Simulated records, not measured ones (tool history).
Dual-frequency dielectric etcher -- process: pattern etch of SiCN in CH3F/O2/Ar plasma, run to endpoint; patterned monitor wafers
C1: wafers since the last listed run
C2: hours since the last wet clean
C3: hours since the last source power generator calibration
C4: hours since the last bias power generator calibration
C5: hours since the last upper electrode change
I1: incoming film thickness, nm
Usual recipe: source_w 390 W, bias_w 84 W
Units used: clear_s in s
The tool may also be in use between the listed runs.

{"run": 1, "hour": 0.0, "source_w": 390, "bias_w": 84, "C1": 0, "C2": 344.4, "C3": 4332.7, "C4": 1563, "C5": 3762.9, "I1": 7.06, "clear_s": 16.5}
{"run": 2, "hour": 15.5, "source_w": 390, "bias_w": 84, "C1": 243, "C2": 359.9, "C3": 4348.2, "C4": 1578.5, "C5": 3778.4, "I1": 7.06, "clear_s": 16.4}
{"run": 3, "hour": 34.2, "source_w": 390, "bias_w": 84, "C1": 293, "C2": 378.6, "C3": 4366.9, "C4": 1597.2, "C5": 3797.1, "I1": 7.13, "clear_s": 16.8}
{"run": 4, "hour": 69.5, "source_w": 390, "bias_w": 84, "C1": 554, "C2": 413.9, "C3": 4402.2, "C4": 1632.5, "C5": 3832.4, "I1": 7.12, "clear_s": 16.7}
{"run": 5, "hour": 97.1, "source_w": 390, "bias_w": 84, "C1": 433, "C2": 441.5, "C3": 4429.8, "C4": 1660.1, "C5": 3860, "I1": 7.03, "clear_s": 16.6}
{"run": 6, "hour": 110.6, "source_w": 440, "bias_w": 90, "C1": 212, "C2": 455, "C3": 4443.3, "C4": 1673.6, "C5": 3873.5, "I1": 7.09, "clear_s": 15.7}
{"run": 7, "hour": 132.5, "source_w": 440, "bias_w": 90, "C1": 344, "C2": 476.9, "C3": 4465.2, "C4": 1695.5, "C5": 3895.4, "I1": 7.25, "clear_s": 16}
{"hour": 162.7, "done": "wet clean of the chamber"}
{"hour": 168.1, "done": "upper electrode replaced"}
{"run": 8, "hour": 168.6, "source_w": 440, "bias_w": 84, "C1": 105, "C2": 5.9, "C3": 4501.3, "C4": 1731.6, "C5": 0.5, "I1": 7.15, "clear_s": 16.5}
{"hour": 178.2, "done": "bias power generator calibrated"}
{"hour": 222.3, "done": "wet clean of the chamber, repeated, since the last time left the tool worse"}
{"run": 9, "hour": 222.8, "source_w": 440, "bias_w": 105, "C1": 411, "C2": 0.5, "C3": 4555.5, "C4": 44.6, "C5": 54.7, "I1": 7.09, "clear_s": 14.5}
{"run": 10, "hour": 227.3, "source_w": 430, "bias_w": 99, "C1": 70, "C2": 5, "C3": 4560, "C4": 49.1, "C5": 59.2, "I1": 7.07, "clear_s": 14.9}
{"hour": 239.8, "done": "source power generator calibrated"}
{"run": 11, "hour": 252.7, "source_w": 390, "bias_w": 84, "C1": 336, "C2": 30.4, "C3": 12.9, "C4": 74.5, "C5": 84.6, "I1": 7.03, "clear_s": 16.2}
{"run": 12, "hour": 271.0, "source_w": 360, "bias_w": 73, "C1": 287, "C2": 48.7, "C3": 31.2, "C4": 92.8, "C5": 102.9, "I1": 7.1, "clear_s": 17.6}
{"run": 13, "hour": 298.2, "source_w": 300, "bias_w": 92, "C1": 427, "C2": 75.9, "C3": 58.4, "C4": 120, "C5": 130.1, "I1": 7.03, "clear_s": 17.1}
{"run": 14, "hour": 312.0, "source_w": 390, "bias_w": 66, "C1": 216, "C2": 89.7, "C3": 72.2, "C4": 133.8, "C5": 143.9, "I1": 7.12, "clear_s": 17.5}
{"run": 15, "hour": 346.8, "source_w": 390, "bias_w": 84, "C1": 546, "C2": 124.5, "C3": 107, "C4": 168.6, "C5": 178.7, "I1": 7.13, "clear_s": 16.6}

For some of the steps in clear_s from one run to the next: how much would appear even if the tool had no hidden state, given the settings, what came in and random variation, and how much remains for the hidden state plus any gauge scatter that the measured result and the result without hidden state don't share?
Hidden conditions of the tool in this case: etch rate over this chamber's usual, %; source power that arrives over what is set, %; bias power that arrives over what is set, %.
Run 8 -> 9: bias_w 84 -> 105, bias power generator calibrated, wet clean of the chamber, repeated, since the last time left the tool worse. clear_s -2 s: hidden state -0.8, all else -1.2.
